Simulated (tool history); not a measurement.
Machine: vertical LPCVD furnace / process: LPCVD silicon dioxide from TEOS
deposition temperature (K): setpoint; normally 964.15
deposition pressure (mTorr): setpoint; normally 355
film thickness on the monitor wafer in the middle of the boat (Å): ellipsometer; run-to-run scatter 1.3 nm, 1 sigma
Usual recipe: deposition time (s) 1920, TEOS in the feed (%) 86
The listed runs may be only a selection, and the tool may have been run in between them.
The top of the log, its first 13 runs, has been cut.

| run | day | deposition temperature (K) | deposition pressure (mTorr) | deposition time (s) | TEOS in the feed (%) | wafers since the last listed run | hours since the last temperature calibration | hours since the pressure gauge was zeroed | hours since the TEOS flow controller was replaced | hours since the gauge calibration | read-back reference wafer on the same gauge, thickness | film thickness on the monitor wafer in the middle of the boat (Å) |
|---|---|---|---|---|---|---|---|---|---|---|---|---|
| 14 | 20.129 | 964.15 | 355 | 2460 | 76 | 1143 | 4287.3 | 114.5 | 417.0 | 214.0 | 224.14 | 2898.3 |
| 15 | 20.983 | 964.15 | 355 | 1920 | 95 | 406 | 4307.8 | 135.0 | 437.5 | 234.5 | 224.33 | 2529.7 |
|  | 22.696 | thermocouples replaced and temperature profile calibrated |
| 16 | 22.717 | 959.15 | 395 | 1920 | 82 | 348 | 0.5 | 176.6 | 479.1 | 276.1 | 223.37 | 2217.6 |
| 17 | 22.904 | 964.15 | 355 | 1680 | 86 | 89 | 5.0 | 181.1 | 483.6 | 280.6 | 224.12 | 2108.9 |
| 18 | 23.925 | 964.15 | 355 | 1920 | 95 | 485 | 29.5 | 205.6 | 508.1 | 305.1 | 223.28 | 2542.2 |
| 19 | 25.133 | 964.15 | 425 | 1170 | 86 | 574 | 58.5 | 234.6 | 537.1 | 334.1 | 223.02 | 1610.2 |
| 20 | 26.125 | 964.15 | 315 | 1920 | 97 | 471 | 82.3 | 258.4 | 560.9 | 357.9 | 222.46 | 2419.0 |
| 21 | 27.400 | 956.15 | 355 | 1920 | 79 | 606 | 112.9 | 289.0 | 591.5 | 388.5 | 223.21 | 1916.0 |
| 22 | 28.729 | 964.15 | 380 | 2430 | 86 | 632 | 144.8 | 320.9 | 623.4 | 420.4 | 222.54 | 3161.6 |
| 23 | 29.746 | 964.15 | 355 | 1920 | 86 | 483 | 169.2 | 345.3 | 647.8 | 444.8 | 222.62 | 2433.8 |
| 24 | 30.942 | 964.15 | 290 | 2580 | 86 | 568 | 197.9 | 374.0 | 676.5 | 473.5 | 222.83 | 2903.7 |
| 25 | 31.592 | 954.15 | 305 | 1920 | 86 | 309 | 213.5 | 389.6 | 692.1 | 489.1 | 222.56 | 1746.6 |
| 26 | 32.788 | 957.15 | 355 | 1920 | 86 | 568 | 242.2 | 418.3 | 720.8 | 517.8 | 222.20 | 2033.6 |
| 27 | 33.833 | 955.15 | 355 | 1500 | 71 | 497 | 267.3 | 443.4 | 745.9 | 542.9 | 222.18 | 1390.6 |
| 28 | 35.125 | 964.15 | 355 | 1920 | 95 | 614 | 298.3 | 474.4 | 776.9 | 573.9 | 221.70 | 2529.3 |
| 29 | 35.650 | 959.15 | 355 | 1920 | 86 | 249 | 310.9 | 487.0 | 789.5 | 586.5 | 221.70 | 2138.1 |
| 30 | 36.717 | 964.15 | 355 | 1920 | 86 | 507 | 336.5 | 512.6 | 815.1 | 612.1 | 222.48 | 2399.2 |
| 31 | 37.388 | 974.15 | 300 | 1230 | 97 | 319 | 352.6 | 528.7 | 831.2 | 628.2 | 222.05 | 1916.1 |

4 options for the next run, each taken on its own from the tool as it stands now. Forecast them:
| A | 37.579 | 964.15 | 355 | 1920 | 86 | 91 | 357.2 | 533.3 | 835.8 | 632.8 | ? | ? |
| B | 37.579 | 956.15 | 390 | 2250 | 75 | 91 | 357.2 | 533.3 | 835.8 | 632.8 | ? | ? |
| C | 37.579 | 964.15 | 395 | 2670 | 86 | 91 | 357.2 | 533.3 | 835.8 | 632.8 | ? | ? |
| D | 37.579 | 971.15 | 315 | 2400 | 86 | 91 | 357.2 | 533.3 | 835.8 | 632.8 | ? | ? |

| run | read-back reference wafer on the same gauge, thickness | film thickness on the monitor wafer in the middle of the boat (Å) |
|---|---|---|
| A | 221.97 | 2409.6 |
| B | 221.97 | 2282.9 |
| C | 221.97 | 3534.6 |
| D | 221.97 | 3345.1 |
Stripped of hidden state, with their random variation kept, the same runs would have yielded:
| run | film thickness on the monitor wafer in the middle of the boat (Å) |
|---|---|
| A | 2444.8 |
| B | 2316.3 |
| C | 3586.3 |
| D | 3394.1 |
